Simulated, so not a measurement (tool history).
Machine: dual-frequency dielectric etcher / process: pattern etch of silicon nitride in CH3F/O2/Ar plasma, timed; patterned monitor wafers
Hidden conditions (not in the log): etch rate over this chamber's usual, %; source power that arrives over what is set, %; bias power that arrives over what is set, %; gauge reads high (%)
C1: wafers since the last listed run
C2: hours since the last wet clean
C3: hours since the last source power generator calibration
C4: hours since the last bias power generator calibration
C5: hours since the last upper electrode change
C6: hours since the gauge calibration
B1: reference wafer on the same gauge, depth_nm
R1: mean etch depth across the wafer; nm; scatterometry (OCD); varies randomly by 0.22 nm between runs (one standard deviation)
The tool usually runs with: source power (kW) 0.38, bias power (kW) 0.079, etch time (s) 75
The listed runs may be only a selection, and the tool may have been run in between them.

Run 1, hour 0: usual settings; C1 0; C2 354.2; C3 1843.7; C4 3169.5; C5 3900; C6 8.1; B1 59.1. Result: R1 51 nm.
Run 2, hour 14.6: usual settings; C1 113; C2 368.8; C3 1858.3; C4 3184.1; C5 3914.6; C6 22.7; B1 59.2. Result: R1 51.3 nm.
Run 3, hour 30.6: usual settings; C1 124; C2 384.8; C3 1874.3; C4 3200.1; C5 3930.6; C6 38.7; B1 59.1. Result: R1 51.3 nm.
Run 4, hour 45.1: usual settings but etch time (s) 82.5; C1 112; C2 399.3; C3 1888.8; C4 3214.6; C5 3945.1; C6 53.2; B1 59.2. Result: R1 56.3 nm.
Run 5, hour 88.9: usual settings but etch time (s) 82.5; C1 340; C2 443.1; C3 1932.6; C4 3258.4; C5 3988.9; C6 97; B1 59.3. Result: R1 56 nm.
Run 6, hour 101.2: usual settings; C1 95; C2 455.4; C3 1944.9; C4 3270.7; C5 4001.2; C6 109.3; B1 59.2. Result: R1 51 nm.
Run 7, hour 111: usual settings; C1 76; C2 465.2; C3 1954.7; C4 3280.5; C5 4011; C6 119.1; B1 59.2. Result: R1 50.9 nm.
Run 8, hour 118.9: usual settings; C1 61; C2 473.1; C3 1962.6; C4 3288.4; C5 4018.9; C6 127; B1 59.2. Result: R1 51 nm.
At hour 123.3: source power generator calibrated.
Run 9, hour 127.2: usual settings but bias power (kW) 0.084; C1 33; C2 481.4; C3 3.9; C4 3296.7; C5 4027.2; C6 135.3; B1 59.3. Result: R1 52.2 nm.
Run 10, hour 139.3: usual settings but bias power (kW) 0.084; C1 94; C2 493.5; C3 16; C4 3308.8; C5 4039.3; C6 147.4; B1 59.2. Result: R1 51.9 nm.
Run 11, hour 150.6: usual settings; C1 87; C2 504.8; C3 27.3; C4 3320.1; C5 4050.6; C6 158.7; B1 59.2. Result: R1 50.9 nm.
Run 12, hour 168.1: usual settings but source power (kW) 0.3; C1 136; C2 522.3; C3 44.8; C4 3337.6; C5 4068.1; C6 176.2; B1 59.1. Result: R1 47.6 nm.
Run 13, hour 180.9: usual settings but bias power (kW) 0.063; C1 99; C2 535.1; C3 57.6; C4 3350.4; C5 4080.9; C6 189; B1 59.3. Result: R1 45.3 nm.
Run 14, hour 192.2: usual settings; C1 87; C2 546.4; C3 68.9; C4 3361.7; C5 4092.2; C6 200.3; B1 59.2. Result: R1 50.8 nm.
At hour 220.1: bias power generator calibrated.
At hour 223.4: upper electrode replaced.
At hour 227.3: wet clean of the chamber.
Run 15, hour 227.8: usual settings but bias power (kW) 0.091; C1 189; C2 0.5; C3 104.5; C4 7.7; C5 4.4; C6 235.9; B1 59.1. Result: R1 55.5 nm.
Run 16, hour 228.2: usual settings but source power (kW) 0.41, etch time (s) 93; C1 3; C2 0.9; C3 104.9; C4 8.1; C5 4.8; C6 236.3; B1 59.2. Result: R1 65.7 nm.
Run 17, hour 228.5: usual settings but source power (kW) 0.34, bias power (kW) 0.071, etch time (s) 57; C1 2; C2 1.2; C3 105.2; C4 8.4; C5 5.1; C6 236.6; B1 59.2. Result: R1 36.3 nm.
At hour 230.6: gauge calibrated.
Run 18, hour 234.2: usual settings; C1 44; C2 6.9; C3 110.9; C4 14.1; C5 10.8; C6 3.6; B1 59.2. Result: R1 51.8 nm.
Run 19, hour 245.9: usual settings but etch time (s) 64; C1 91; C2 18.6; C3 122.6; C4 25.8; C5 22.5; C6 15.3; B1 59.2. Result: R1 44.3 nm.
Run 20, hour 253.7: usual settings but etch time (s) 68; C1 60; C2 26.4; C3 130.4; C4 33.6; C5 30.3; C6 23.1; B1 59.3. Result: R1 47 nm.
Run 21, hour 270.9: usual settings but source power (kW) 0.42, bias power (kW) 0.086, etch time (s) 52.5; C1 133; C2 43.6; C3 147.6; C4 50.8; C5 47.5; C6 40.3; B1 59.2. Result: R1 38.9 nm.
Run 22, hour 277.4: usual settings but source power (kW) 0.45; C1 50; C2 50.1; C3 154.1; C4 57.3; C5 54; C6 46.8; B1 59.2. Result: R1 54.7 nm.
Run 23, hour 293.7: usual settings but bias power (kW) 0.072, etch time (s) 83; C1 126; C2 66.4; C3 170.4; C4 73.6; C5 70.3; C6 63.1; B1 59.2. Result: R1 55.2 nm.
Run 24, hour 303.3: usual settings but source power (kW) 0.42, bias power (kW) 0.09, etch time (s) 55; C1 74; C2 76; C3 180; C4 83.2; C5 79.9; C6 72.7; B1 59.2. Result: R1 41.6 nm.
Run 25, hour 320: usual settings; C1 129; C2 92.7; C3 196.7; C4 99.9; C5 96.6; C6 89.4; B1 59.2. Result: R1 52.1 nm.
Run 26, hour 331.9: usual settings but bias power (kW) 0.069, etch time (s) 68; C1 92; C2 104.6; C3 208.6; C4 111.8; C5 108.5; C6 101.3; B1 59.2. Result: R1 43.8 nm.

Consider 4 possible next runs. They are alternatives, not a sequence: every one starts from the tool as it was left by run 26. What does each give?
Run A, hour 332.3: usual settings but source power (kW) 0.46; C1 3; C2 105; C3 209; C4 112.2; C5 108.9; C6 101.7; B1 ?. Result: R1 ?.
Run B, hour 332.3: usual settings but source power (kW) 0.31, bias power (kW) 0.089, etch time (s) 59; C1 3; C2 105; C3 209; C4 112.2; C5 108.9; C6 101.7; B1 ?. Result: R1 ?.
Run C, hour 332.3: usual settings but bias power (kW) 0.068; C1 3; C2 105; C3 209; C4 112.2; C5 108.9; C6 101.7; B1 ?. Result: R1 ?.
Run D, hour 332.3: usual settings but etch time (s) 56; C1 3; C2 105; C3 209; C4 112.2; C5 108.9; C6 101.7; B1 ?. Result: R1 ?.

run    B1    R1
  A  59.2  54.9
  B  59.2    41
  C  59.2  48.4
  D  59.2  38.8
With the hidden condition removed and each run's random variation left untouched, the same runs would have given:
run    R1
  A  55.4
  B  41.3
  C  48.8
  D  39.2

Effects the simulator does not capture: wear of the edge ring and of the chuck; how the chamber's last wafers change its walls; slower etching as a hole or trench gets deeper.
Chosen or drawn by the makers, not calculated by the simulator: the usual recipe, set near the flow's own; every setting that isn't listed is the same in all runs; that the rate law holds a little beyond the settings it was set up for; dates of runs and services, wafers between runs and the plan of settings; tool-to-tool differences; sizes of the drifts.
